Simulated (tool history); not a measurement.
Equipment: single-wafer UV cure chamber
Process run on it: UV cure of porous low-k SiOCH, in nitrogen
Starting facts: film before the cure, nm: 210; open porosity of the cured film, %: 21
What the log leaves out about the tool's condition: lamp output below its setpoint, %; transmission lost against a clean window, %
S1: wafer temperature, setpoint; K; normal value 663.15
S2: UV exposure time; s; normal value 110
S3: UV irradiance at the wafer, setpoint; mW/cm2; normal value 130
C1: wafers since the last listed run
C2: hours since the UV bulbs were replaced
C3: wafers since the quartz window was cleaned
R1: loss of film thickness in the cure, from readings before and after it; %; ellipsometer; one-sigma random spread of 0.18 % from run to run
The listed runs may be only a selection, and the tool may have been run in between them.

{"run": 1, "hour": 0.0, "S1": 663.15, "S2": 160, "S3": 120, "C1": 0, "C2": 699.3, "C3": 516, "R1": 12.446}
{"run": 2, "hour": 29.7, "S1": 663.15, "S2": 160, "S3": 120, "C1": 230, "C2": 729, "C3": 747, "R1": 12.133}
{"run": 3, "hour": 44.8, "S1": 663.15, "S2": 160, "S3": 120, "C1": 117, "C2": 744.1, "C3": 864, "R1": 11.992}
{"run": 4, "hour": 72.3, "S1": 663.15, "S2": 110, "S3": 130, "C1": 213, "C2": 771.6, "C3": 1077, "R1": 10.506}
{"run": 5, "hour": 85.1, "S1": 663.15, "S2": 110, "S3": 130, "C1": 99, "C2": 784.4, "C3": 1177, "R1": 10.914}
{"run": 6, "hour": 111.8, "S1": 663.15, "S2": 110, "S3": 130, "C1": 207, "C2": 811.1, "C3": 1384, "R1": 10.828}
{"run": 7, "hour": 137.3, "S1": 650.15, "S2": 110, "S3": 130, "C1": 197, "C2": 836.6, "C3": 1582, "R1": 10.132}
{"run": 8, "hour": 162.0, "S1": 663.15, "S2": 110, "S3": 130, "C1": 191, "C2": 861.3, "C3": 1774, "R1": 10.668}
{"run": 9, "hour": 181.8, "S1": 663.15, "S2": 130, "S3": 110, "C1": 153, "C2": 881.1, "C3": 1927, "R1": 10.969}
{"run": 10, "hour": 211.0, "S1": 663.15, "S2": 110, "S3": 105, "C1": 226, "C2": 910.3, "C3": 2154, "R1": 9.833}
{"run": 11, "hour": 239.1, "S1": 663.15, "S2": 110, "S3": 105, "C1": 218, "C2": 938.4, "C3": 2372, "R1": 9.729}
{"run": 12, "hour": 252.9, "S1": 663.15, "S2": 110, "S3": 130, "C1": 107, "C2": 952.2, "C3": 2480, "R1": 10.871}
{"run": 13, "hour": 277.2, "S1": 663.15, "S2": 110, "S3": 130, "C1": 188, "C2": 976.5, "C3": 2668, "R1": 10.891}
{"run": 14, "hour": 300.6, "S1": 663.15, "S2": 110, "S3": 130, "C1": 181, "C2": 999.9, "C3": 2850, "R1": 10.763}
{"run": 15, "hour": 325.4, "S1": 663.15, "S2": 110, "S3": 130, "C1": 192, "C2": 1024.7, "C3": 3042, "R1": 10.816}
{"run": 16, "hour": 356.4, "S1": 663.15, "S2": 110, "S3": 149, "C1": 240, "C2": 1055.7, "C3": 3283, "R1": 11.176}
{"run": 17, "hour": 383.3, "S1": 663.15, "S2": 110, "S3": 149, "C1": 208, "C2": 1082.6, "C3": 3492, "R1": 11.067}
{"run": 18, "hour": 396.8, "S1": 663.15, "S2": 110, "S3": 149, "C1": 104, "C2": 1096.1, "C3": 3597, "R1": 11.058}
{"run": 19, "hour": 410.5, "S1": 663.15, "S2": 95, "S3": 99, "C1": 106, "C2": 1109.8, "C3": 3703, "R1": 8.58}
{"run": 20, "hour": 445.0, "S1": 671.15, "S2": 110, "S3": 103, "C1": 267, "C2": 1144.3, "C3": 3971, "R1": 9.354}
{"run": 21, "hour": 474.5, "S1": 650.15, "S2": 110, "S3": 100, "C1": 229, "C2": 1173.8, "C3": 4200, "R1": 8.911}
{"run": 22, "hour": 500.9, "S1": 671.15, "S2": 55, "S3": 130, "C1": 204, "C2": 1200.2, "C3": 4405, "R1": 7.31}

The next listed run, before its measurement:
{"run": 23, "hour": 519.3, "S1": 663.15, "S2": 110, "S3": 169, "C1": 142, "C2": 1218.6, "C3": 4548, "R1": "?"}

{"run 23": {"R1": 11.519}}
Minus the tool's unlogged condition, the same run would have read R1 12.191 %.
